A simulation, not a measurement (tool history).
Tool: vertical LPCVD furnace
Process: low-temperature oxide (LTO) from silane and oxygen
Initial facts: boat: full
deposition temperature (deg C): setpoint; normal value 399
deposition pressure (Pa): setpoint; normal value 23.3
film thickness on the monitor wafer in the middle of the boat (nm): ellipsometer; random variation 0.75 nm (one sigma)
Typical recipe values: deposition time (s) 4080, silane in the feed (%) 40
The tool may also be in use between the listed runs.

run,hour,deposition temperature (deg C),deposition pressure (Pa),deposition time (s),silane in the feed (%),"read-back reference wafer on the same gauge, thickness",film thickness on the monitor wafer in the middle of the boat (nm)
1,0.0,399,23.3,4080,40,432.13,525.95
2,19.2,399,23.3,4080,40,432.14,524.58
3,36.0,399,23.3,4080,40,431.84,523.73
4,48.0,399,23.3,4080,40,431.92,524.09
5,58.3,399,23.3,4080,40,432.04,525.79
6,74.7,399,23.3,4080,40,432.10,525.23
7,86.8,399,23.3,4080,40,431.84,526.83
# hour 114.3: thermocouples replaced and temperature profile calibrated
8,114.8,399,23.3,4080,40,432.32,526.79
9,120.4,399,23.3,4080,40,432.04,525.77
10,129.9,399,23.3,4950,40,431.81,639.87
# hour 169.5: pressure gauge zeroed
11,170.0,399,23.3,4950,40,432.08,614.18
12,175.6,399,23.3,4950,40,431.88,612.99
13,181.2,410,20.7,4650,34,431.99,469.81
14,198.3,410,20.7,4650,34,432.12,469.81
# hour 200.5: gauge calibrated
15,220.9,393,23.3,2550,44,432.31,329.11
16,236.2,399,26.7,4080,40,431.95,575.41
17,250.2,399,23.3,2520,45,432.01,355.39
# hour 276.2: silane flow controller replaced
18,276.7,408,20.0,5370,40,432.29,630.06
19,282.3,399,19.3,4080,42,431.74,443.60
20,293.0,399,25.3,4890,40,431.96,655.99
21,316.2,399,23.3,4080,40,432.19,503.41
22,334.4,408,18.0,2760,46,431.91,338.84
23,352.0,399,26.7,4080,40,431.86,576.11
24,364.8,410,23.3,3450,40,432.05,480.05
25,376.5,395,20.7,5340,37,431.97,510.18

The same runs without the tool's hidden state, with the same run-to-run variation:
Unlogged tool condition in this case: true tube temperature minus thermocouple reading, K; true pressure minus gauge reading, mTorr; deviation of the silane flow from its setpoint, %; gauge reads high (%).
run,film thickness on the monitor wafer in the middle of the boat (nm)
1,500.19
2,498.64
3,497.61
4,497.78
5,499.26
6,498.51
7,499.87
8,499.45
9,498.40
10,606.41
11,606.84
12,605.67
13,463.48
14,463.48
15,325.17
16,569.37
17,351.13
18,621.26
19,437.19
20,648.72
21,497.34
22,333.56
23,570.00
24,474.24
25,503.20
